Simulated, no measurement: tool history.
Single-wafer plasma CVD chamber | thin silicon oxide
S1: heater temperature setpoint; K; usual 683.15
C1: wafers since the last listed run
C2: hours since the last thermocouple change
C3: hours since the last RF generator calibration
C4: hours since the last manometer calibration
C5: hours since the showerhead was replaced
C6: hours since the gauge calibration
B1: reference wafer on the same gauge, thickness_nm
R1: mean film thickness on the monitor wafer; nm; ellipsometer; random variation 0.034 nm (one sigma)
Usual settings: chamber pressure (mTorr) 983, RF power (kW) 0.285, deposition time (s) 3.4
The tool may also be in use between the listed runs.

Run 1, hour 0: usual settings but chamber pressure (mTorr) 1076; C1 0; C2 507.7; C3 1593; C4 2638; C5 1793.7; C6 35.2; B1 5.962. Result: R1 7.856 nm.
Run 2, hour 61.1: usual settings; C1 2589; C2 568.8; C3 1654.1; C4 2699.1; C5 1854.8; C6 96.3; B1 5.961. Result: R1 7.39 nm.
Run 3, hour 121.8: usual settings; C1 2572; C2 629.5; C3 1714.8; C4 2759.8; C5 1915.5; C6 157; B1 5.961. Result: R1 7.374 nm.
Run 4, hour 150.2: usual settings; C1 1203; C2 657.9; C3 1743.2; C4 2788.2; C5 1943.9; C6 185.4; B1 5.961. Result: R1 7.413 nm.
At hour 196.3: RF generator calibrated.
Run 5, hour 196.8: usual settings; C1 1636; C2 704.5; C3 0.5; C4 2834.8; C5 1990.5; C6 232; B1 5.96. Result: R1 7.386 nm.
Run 6, hour 258.8: usual settings; C1 2627; C2 766.5; C3 62.5; C4 2896.8; C5 2052.5; C6 294; B1 5.958. Result: R1 7.408 nm.
Run 7, hour 288.3: usual settings but deposition time (s) 2.91; C1 1250; C2 796; C3 92; C4 2926.3; C5 2082; C6 323.5; B1 5.959. Result: R1 6.369 nm.
Run 8, hour 336.3: usual settings but deposition time (s) 2.91; C1 2034; C2 844; C3 140; C4 2974.3; C5 2130; C6 371.5; B1 5.963. Result: R1 6.329 nm.
Run 9, hour 378: usual settings; C1 1767; C2 885.7; C3 181.7; C4 3016; C5 2171.7; C6 413.2; B1 5.959. Result: R1 7.366 nm.
Run 10, hour 402.4: usual settings; C1 1034; C2 910.1; C3 206.1; C4 3040.4; C5 2196.1; C6 437.6; B1 5.962. Result: R1 7.361 nm.
At hour 474.2: capacitance manometer re-zeroed and calibrated.
Run 11, hour 565.6: usual settings; C1 6578; C2 1073.3; C3 369.3; C4 91.4; C5 2359.3; C6 600.8; B1 5.965. Result: R1 7.432 nm.
At hour 608.2: thermocouple changed; heater temperature recalibrated.
Run 12, hour 635.4: usual settings; C1 2619; C2 27.2; C3 439.1; C4 161.2; C5 2429.1; C6 670.6; B1 5.964. Result: R1 7.349 nm.
Run 13, hour 684.4: usual settings but S1 673.15 K, chamber pressure (mTorr) 1166; C1 2076; C2 76.2; C3 488.1; C4 210.2; C5 2478.1; C6 719.6; B1 5.957. Result: R1 8.24 nm.
Run 14, hour 745.4: usual settings; C1 2585; C2 137.2; C3 549.1; C4 271.2; C5 2539.1; C6 780.6; B1 5.952. Result: R1 7.377 nm.
Run 15, hour 783.7: usual settings but chamber pressure (mTorr) 794; C1 1623; C2 175.5; C3 587.4; C4 309.5; C5 2577.4; C6 818.9; B1 5.961. Result: R1 6.273 nm.
Run 16, hour 816.2: usual settings but S1 669.15 K; C1 1377; C2 208; C3 619.9; C4 342; C5 2609.9; C6 851.4; B1 5.958. Result: R1 7.471 nm.
Run 17, hour 859.9: usual settings but S1 693.15 K, chamber pressure (mTorr) 1113, RF power (kW) 0.245, deposition time (s) 3.76; C1 1852; C2 251.7; C3 663.6; C4 385.7; C5 2653.6; C6 895.1; B1 5.959. Result: R1 7.998 nm.
Run 18, hour 919.6: usual settings but S1 671.15 K, chamber pressure (mTorr) 1076, RF power (kW) 0.235, deposition time (s) 2.73; C1 2530; C2 311.4; C3 723.3; C4 445.4; C5 2713.3; C6 954.8; B1 5.961. Result: R1 5.648 nm.
Run 19, hour 952.5: usual settings; C1 1394; C2 344.3; C3 756.2; C4 478.3; C5 2746.2; C6 987.7; B1 5.955. Result: R1 7.348 nm.
At hour 997.3: showerhead replaced.
Run 20, hour 1024.3: usual settings but chamber pressure (mTorr) 1192; C1 2704; C2 416.1; C3 828; C4 550.1; C5 27; C6 1059.5; B1 5.964. Result: R1 8.374 nm.
Run 21, hour 1094.3: usual settings but S1 672.15 K, RF power (kW) 0.27; C1 2967; C2 486.1; C3 898; C4 620.1; C5 97; C6 1129.5; B1 5.959. Result: R1 7.231 nm.
At hour 1095.8: gauge calibrated.
Run 22, hour 1159.6: usual settings but S1 678.15 K, RF power (kW) 0.32; C1 2767; C2 551.4; C3 963.3; C4 685.4; C5 162.3; C6 63.8; B1 5.959. Result: R1 7.896 nm.
Run 23, hour 1205.2: usual settings; C1 1932; C2 597; C3 1008.9; C4 731; C5 207.9; C6 109.4; B1 5.962. Result: R1 7.412 nm.
Run 24, hour 1231.9: usual settings but S1 693.15 K, chamber pressure (mTorr) 1080, RF power (kW) 0.235, deposition time (s) 3.03; C1 1131; C2 623.7; C3 1035.6; C4 757.7; C5 234.6; C6 136.1; B1 5.959. Result: R1 6.179 nm.
Run 25, hour 1324.6: usual settings but S1 675.15 K, deposition time (s) 2.74; C1 3929; C2 716.4; C3 1128.3; C4 850.4; C5 327.3; C6 228.8; B1 5.963. Result: R1 5.963 nm.
Run 26, hour 1380.2: usual settings; C1 2356; C2 772; C3 1183.9; C4 906; C5 382.9; C6 284.4; B1 5.962. Result: R1 7.414 nm.
Run 27, hour 1437.8: usual settings but S1 671.15 K, chamber pressure (mTorr) 1076, RF power (kW) 0.235, deposition time (s) 2.73; C1 2441; C2 829.6; C3 1241.5; C4 963.6; C5 440.5; C6 342; B1 5.959. Result: R1 5.691 nm.
Run 28, hour 1464.3: usual settings but S1 676.15 K, RF power (kW) 0.255; C1 1123; C2 856.1; C3 1268; C4 990.1; C5 467; C6 368.5; B1 5.956. Result: R1 6.895 nm.
Run 29, hour 1534.1: usual settings but RF power (kW) 0.26, deposition time (s) 3.09; C1 2958; C2 925.9; C3 1337.8; C4 1059.9; C5 536.8; C6 438.3; B1 5.959. Result: R1 6.457 nm.

How the hidden state differs across the entries between the runs, from the last listed run before each to the first after it:
Between runs 4 and 5: RF generator calibrated (hour 196.3)
  no hidden state differs between the two runs
Between runs 10 and 11: capacitance manometer re-zeroed and calibrated (hour 474.2)
  no hidden state differs between the two runs
Between runs 11 and 12: thermocouple changed; heater temperature recalibrated (hour 608.2)
  no hidden state differs between the two runs
Between runs 19 and 20: showerhead replaced (hour 997.3)
  no hidden state differs between the two runs
Between runs 21 and 22: gauge calibrated (hour 1095.8)
  no hidden state differs between the two runs

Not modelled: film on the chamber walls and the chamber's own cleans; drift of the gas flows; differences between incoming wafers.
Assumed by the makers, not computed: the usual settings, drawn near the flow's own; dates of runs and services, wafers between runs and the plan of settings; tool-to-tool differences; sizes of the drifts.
